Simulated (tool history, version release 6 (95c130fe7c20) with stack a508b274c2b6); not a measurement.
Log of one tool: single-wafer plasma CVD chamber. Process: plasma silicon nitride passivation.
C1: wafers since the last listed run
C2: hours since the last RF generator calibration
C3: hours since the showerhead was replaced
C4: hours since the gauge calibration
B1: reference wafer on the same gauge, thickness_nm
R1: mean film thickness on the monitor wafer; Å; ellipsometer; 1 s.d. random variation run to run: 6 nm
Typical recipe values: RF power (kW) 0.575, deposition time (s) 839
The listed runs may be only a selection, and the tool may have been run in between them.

run 1 day=0.000 | RF_power_(kW)=0.575 deposition_time_(s)=839 | C1=0 C2=249.8 C3=6141.4 C4=602.7 | B1=1691.485 | R1=14468.96
run 2 day=2.038 | RF_power_(kW)=0.575 deposition_time_(s)=839 | C1=97 C2=298.7 C3=6190.3 C4=651.6 | B1=1689.949 | R1=14551.24
run 3 day=4.738 | RF_power_(kW)=0.575 deposition_time_(s)=839 | C1=129 C2=363.5 C3=6255.1 C4=716.4 | B1=1689.301 | R1=14449.16
run 4 day=6.067 | RF_power_(kW)=0.575 deposition_time_(s)=839 | C1=63 C2=395.4 C3=6287.0 C4=748.3 | B1=1686.835 | R1=14467.16
run 5 day=7.854 | RF_power_(kW)=0.575 deposition_time_(s)=839 | C1=85 C2=438.3 C3=6329.9 C4=791.2 | B1=1687.468 | R1=14507.09
run 6 day=9.121 | RF_power_(kW)=0.655 deposition_time_(s)=839 | C1=60 C2=468.7 C3=6360.3 C4=821.6 | B1=1691.894 | R1=14877.19
run 7 day=10.779 | RF_power_(kW)=0.575 deposition_time_(s)=839 | C1=79 C2=508.5 C3=6400.1 C4=861.4 | B1=1691.171 | R1=14478.54
run 8 day=11.917 | RF_power_(kW)=0.575 deposition_time_(s)=839 | C1=54 C2=535.8 C3=6427.4 C4=888.7 | B1=1688.130 | R1=14338.48
run 9 day=12.962 | RF_power_(kW)=0.575 deposition_time_(s)=839 | C1=50 C2=560.9 C3=6452.5 C4=913.8 | B1=1690.973 | R1=14304.98
run 10 day=14.671 | RF_power_(kW)=0.575 deposition_time_(s)=839 | C1=82 C2=601.9 C3=6493.5 C4=954.8 | B1=1690.784 | R1=14367.20
run 11 day=17.433 | RF_power_(kW)=0.575 deposition_time_(s)=839 | C1=132 C2=668.2 C3=6559.8 C4=1021.1 | B1=1690.306 | R1=14395.76
-- day=24.258 RF generator calibrated
run 12 day=25.708 | RF_power_(kW)=0.575 deposition_time_(s)=839 | C1=381 C2=34.8 C3=6758.4 C4=1219.7 | B1=1689.109 | R1=14679.68
run 13 day=29.283 | RF_power_(kW)=0.575 deposition_time_(s)=839 | C1=171 C2=120.6 C3=6844.2 C4=1305.5 | B1=1691.548 | R1=14472.39
run 14 day=31.708 | RF_power_(kW)=0.480 deposition_time_(s)=889 | C1=116 C2=178.8 C3=6902.4 C4=1363.7 | B1=1690.692 | R1=14624.25
run 15 day=33.908 | RF_power_(kW)=0.575 deposition_time_(s)=839 | C1=105 C2=231.6 C3=6955.2 C4=1416.5 | B1=1691.310 | R1=14492.38
-- day=34.733 gauge calibrated
run 16 day=35.358 | RF_power_(kW)=0.635 deposition_time_(s)=976 | C1=69 C2=266.4 C3=6990.0 C4=15.0 | B1=1688.778 | R1=17356.01
run 17 day=37.904 | RF_power_(kW)=0.685 deposition_time_(s)=712 | C1=122 C2=327.5 C3=7051.1 C4=76.1 | B1=1689.699 | R1=12899.26
run 18 day=39.329 | RF_power_(kW)=0.575 deposition_time_(s)=723 | C1=68 C2=361.7 C3=7085.3 C4=110.3 | B1=1690.065 | R1=12451.26
-- day=40.754 showerhead replaced
run 19 day=40.775 | RF_power_(kW)=0.575 deposition_time_(s)=839 | C1=53 C2=396.4 C3=0.5 C4=145.0 | B1=1688.558 | R1=14519.87
run 20 day=48.958 | RF_power_(kW)=0.525 deposition_time_(s)=839 | C1=392 C2=592.8 C3=196.9 C4=341.4 | B1=1690.510 | R1=13976.73
run 21 day=51.254 | RF_power_(kW)=0.575 deposition_time_(s)=934 | C1=110 C2=647.9 C3=252.0 C4=396.5 | B1=1688.910 | R1=15995.06
run 22 day=59.546 | RF_power_(kW)=0.575 deposition_time_(s)=839 | C1=398 C2=846.9 C3=451.0 C4=595.5 | B1=1687.054 | R1=14186.36
-- day=60.604 RF generator calibrated
run 23 day=61.221 | RF_power_(kW)=0.530 deposition_time_(s)=754 | C1=64 C2=14.8 C3=491.2 C4=635.7 | B1=1688.413 | R1=12898.69
run 24 day=62.550 | RF_power_(kW)=0.620 deposition_time_(s)=712 | C1=63 C2=46.7 C3=523.1 C4=667.6 | B1=1688.358 | R1=12632.49
run 25 day=63.917 | RF_power_(kW)=0.575 deposition_time_(s)=839 | C1=65 C2=79.5 C3=555.9 C4=700.4 | B1=1687.289 | R1=14535.73
run 26 day=66.546 | RF_power_(kW)=0.575 deposition_time_(s)=839 | C1=126 C2=142.6 C3=619.0 C4=763.5 | B1=1690.727 | R1=14575.59

Forecast each of these 3 alternatives for the next run:
run A day=66.571 | RF_power_(kW)=0.635 deposition_time_(s)=839 | C1=1 C2=143.2 C3=619.6 C4=764.1 | B1=? | R1=?
run B day=66.571 | RF_power_(kW)=0.515 deposition_time_(s)=839 | C1=1 C2=143.2 C3=619.6 C4=764.1 | B1=? | R1=?
run C day=66.571 | RF_power_(kW)=0.475 deposition_time_(s)=1003 | C1=1 C2=143.2 C3=619.6 C4=764.1 | B1=? | R1=?

run=A B1=1691.338 R1=15017.92
run=B B1=1691.338 R1=14132.54
run=C B1=1691.338 R1=16505.34
Stripped of hidden state, with their random variation kept, the same runs would have yielded:
run=A R1=15081.43
run=B R1=14192.30
run=C R1=16575.13

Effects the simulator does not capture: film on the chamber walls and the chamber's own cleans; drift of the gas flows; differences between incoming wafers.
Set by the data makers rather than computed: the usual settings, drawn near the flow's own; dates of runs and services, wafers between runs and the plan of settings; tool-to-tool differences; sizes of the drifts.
